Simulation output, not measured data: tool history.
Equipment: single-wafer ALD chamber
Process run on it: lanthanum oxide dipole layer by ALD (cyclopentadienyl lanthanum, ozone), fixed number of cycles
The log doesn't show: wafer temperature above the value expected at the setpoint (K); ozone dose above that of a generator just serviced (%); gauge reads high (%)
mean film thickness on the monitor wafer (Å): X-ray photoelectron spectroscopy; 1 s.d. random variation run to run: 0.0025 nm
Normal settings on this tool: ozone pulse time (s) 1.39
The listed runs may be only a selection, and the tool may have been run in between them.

run,hour,ozone pulse time (s),wafers since the last listed run,hours since the last thermocouple change,hours since the last ozone generator service,hours since the showerhead was replaced,hours since the gauge calibration,"read-back reference wafer on the same gauge, thickness_nm",mean film thickness on the monitor wafer (Å)
1,0,1.52,0,1235,587.4,3270,181.1,0.548,5.78
# hour 3.4: gauge calibrated
2,10.6,1.61,187,1245.6,598,3280.6,7.2,0.548,5.86
3,27.1,1.61,292,1262.1,614.5,3297.1,23.7,0.55,5.79
4,43.2,1.39,285,1278.2,630.6,3313.2,39.8,0.549,5.61
5,53.1,1.39,175,1288.1,640.5,3323.1,49.7,0.549,5.65
# hour 85.7: ozone generator serviced
# hour 96.5: thermocouple changed; heater temperature recalibrated
6,105.3,1.39,641,8.8,19.6,3375.3,101.9,0.549,5.07
# hour 116.6: showerhead replaced
7,117.1,1.39,67,20.6,31.4,0.5,113.7,0.549,5.09
8,123.7,1.39,116,27.2,38,7.1,120.3,0.549,5.09
# hour 137.8: ozone generator serviced, repeated, since the last time left the tool worse
9,138.3,1.66,116,41.8,0.5,21.7,134.9,0.548,6.07
# hour 147.7: gauge calibrated
10,152.9,1.18,258,56.4,15.1,36.3,5.2,0.549,5.68
11,161.3,1.81,148,64.8,23.5,44.7,13.6,0.549,6.07
12,174.5,1.06,233,78,36.7,57.9,26.8,0.55,5.56
13,188.3,1.39,244,91.8,50.5,71.7,40.6,0.549,5.9
14,202.8,1.09,256,106.3,65,86.2,55.1,0.549,5.58
15,210.3,1.86,132,113.8,72.5,93.7,62.6,0.549,6.11
16,220.9,1.63,187,124.4,83.1,104.3,73.2,0.549,6
17,227.8,1.39,122,131.3,90,111.2,80.1,0.549,5.89

Run by run, hidden condition taken away, random variation retained:
run,mean film thickness on the monitor wafer (Å)
1,6
2,6.07
3,6.02
4,5.91
5,5.96
6,5.92
7,5.95
8,5.95
9,6.1
10,5.73
11,6.09
12,5.62
13,5.94
14,5.64
15,6.13
16,6.04
17,5.93

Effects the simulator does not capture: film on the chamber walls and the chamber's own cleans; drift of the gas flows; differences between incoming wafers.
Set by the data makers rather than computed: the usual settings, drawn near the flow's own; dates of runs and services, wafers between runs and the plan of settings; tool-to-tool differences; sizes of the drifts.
